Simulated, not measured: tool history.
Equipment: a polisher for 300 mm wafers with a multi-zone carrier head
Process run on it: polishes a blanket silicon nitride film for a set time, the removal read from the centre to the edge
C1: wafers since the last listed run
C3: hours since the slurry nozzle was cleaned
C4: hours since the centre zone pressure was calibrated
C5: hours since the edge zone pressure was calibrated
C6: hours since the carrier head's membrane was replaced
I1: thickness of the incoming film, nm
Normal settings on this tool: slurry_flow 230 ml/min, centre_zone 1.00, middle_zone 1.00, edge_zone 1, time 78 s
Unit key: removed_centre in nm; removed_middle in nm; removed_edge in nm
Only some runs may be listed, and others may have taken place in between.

{"run": 1, "day": 0.0, "slurry_flow": 230, "centre_zone": 1.06, "middle_zone": 1.0, "edge_zone": 1, "time": 78, "C1": 0, "wafers polished on this pad": 205, "C3": 348.7, "C4": 302.9, "C5": 221.6, "C6": 909.3, "I1": 700.6, "removed_centre": 161.5, "removed_middle": 157.0, "removed_edge": 154.3}
{"run": 2, "day": 4.15, "slurry_flow": 230, "centre_zone": 1.06, "middle_zone": 1.0, "edge_zone": 1, "time": 78, "C1": 1073, "wafers polished on this pad": 1278, "C3": 448.3, "C4": 402.5, "C5": 321.2, "C6": 1008.9, "I1": 703.2, "removed_centre": 162.6, "removed_middle": 154.1, "removed_edge": 152.4}
{"run": 3, "day": 5.988, "slurry_flow": 230, "centre_zone": 1.06, "middle_zone": 1.0, "edge_zone": 1, "time": 78, "C1": 475, "wafers polished on this pad": 1753, "C3": 492.4, "C4": 446.6, "C5": 365.3, "C6": 1053.0, "I1": 708.9, "removed_centre": 159.4, "removed_middle": 155.3, "removed_edge": 150.8}
{"day": 6.338, "done": "centre zone pressure recalibrated"}
{"run": 4, "day": 10.404, "slurry_flow": 230, "centre_zone": 1.0, "middle_zone": 0.96, "edge_zone": 1, "time": 78, "C1": 1120, "wafers polished on this pad": 2874, "C3": 598.4, "C4": 97.6, "C5": 471.3, "C6": 1159.0, "I1": 702.6, "removed_centre": 152.4, "removed_middle": 146.7, "removed_edge": 147.8}
{"day": 11.692, "done": "worn pad replaced by a new one"}
{"run": 5, "day": 14.012, "slurry_flow": 230, "centre_zone": 1.0, "middle_zone": 1.0, "edge_zone": 1, "time": 78, "C1": 889, "wafers polished on this pad": 600, "C3": 685.0, "C4": 184.2, "C5": 557.9, "C6": 1245.6, "I1": 686.2, "removed_centre": 156.4, "removed_middle": 159.2, "removed_edge": 153.9}
{"run": 6, "day": 16.85, "slurry_flow": 230, "centre_zone": 1.0, "middle_zone": 1.0, "edge_zone": 1, "time": 78, "C1": 733, "wafers polished on this pad": 1334, "C3": 753.1, "C4": 252.3, "C5": 626.0, "C6": 1313.7, "I1": 713.4, "removed_centre": 156.4, "removed_middle": 156.5, "removed_edge": 154.3}
{"day": 19.158, "done": "slurry nozzle cleaned"}
{"run": 7, "day": 20.858, "slurry_flow": 230, "centre_zone": 1.0, "middle_zone": 1.0, "edge_zone": 1, "time": 78, "C1": 1025, "wafers polished on this pad": 2359, "C3": 40.8, "C4": 348.5, "C5": 722.2, "C6": 1409.9, "I1": 696.6, "removed_centre": 152.7, "removed_middle": 155.3, "removed_edge": 148.3}
{"day": 22.562, "done": "carrier head's membrane replaced by a new one"}
{"day": 22.896, "done": "centre zone pressure recalibrated"}
{"run": 8, "day": 22.979, "slurry_flow": 230, "centre_zone": 1.0, "middle_zone": 1.0, "edge_zone": 1, "time": 78, "C1": 472, "wafers polished on this pad": 2832, "C3": 91.7, "C4": 2.0, "C5": 773.1, "C6": 10.0, "I1": 708.0, "removed_centre": 148.7, "removed_middle": 151.8, "removed_edge": 148.7}
{"day": 26.279, "done": "worn pad replaced by a new one"}
{"day": 28.521, "done": "edge zone pressure recalibrated"}
{"run": 9, "day": 34.354, "slurry_flow": 230, "centre_zone": 1.0, "middle_zone": 1.0, "edge_zone": 1, "time": 78, "C1": 2876, "wafers polished on this pad": 2066, "C3": 364.7, "C4": 275.0, "C5": 140.0, "C6": 283.0, "I1": 695.1, "removed_centre": 153.9, "removed_middle": 154.7, "removed_edge": 151.3}
{"run": 10, "day": 36.8, "slurry_flow": 230, "centre_zone": 1.06, "middle_zone": 1.0, "edge_zone": 1, "time": 60, "C1": 632, "wafers polished on this pad": 2698, "C3": 423.4, "C4": 333.7, "C5": 198.7, "C6": 341.7, "I1": 686.6, "removed_centre": 121.1, "removed_middle": 118.4, "removed_edge": 113.8}
{"day": 39.383, "done": "centre zone pressure recalibrated"}
{"run": 11, "day": 40.338, "slurry_flow": 230, "centre_zone": 1.0, "middle_zone": 1.0, "edge_zone": 1, "time": 78, "C1": 893, "wafers polished on this pad": 3591, "C3": 508.3, "C4": 22.9, "C5": 283.6, "C6": 426.6, "I1": 707.0, "removed_centre": 148.6, "removed_middle": 149.4, "removed_edge": 145.6}

What will run 12 give?
{"day": 40.617, "done": "worn pad replaced by a new one"}
{"run": 12, "day": 42.571, "slurry_flow": 230, "centre_zone": 1.11, "middle_zone": 1.0, "edge_zone": 1, "time": 78, "C1": 534, "wafers polished on this pad": 505, "C3": 561.9, "C4": 76.5, "C5": 337.2, "C6": 480.2, "I1": 707.9, "removed_centre": "?", "removed_middle": "?", "removed_edge": "?"}

{"run 12": {"removed_centre": 169.7, "removed_middle": 158.3, "removed_edge": 155.5}}
Minus the tool's unlogged condition, the same run would have read removed_centre 170.0 nm, removed_middle 158.6 nm, removed_edge 155.8 nm.
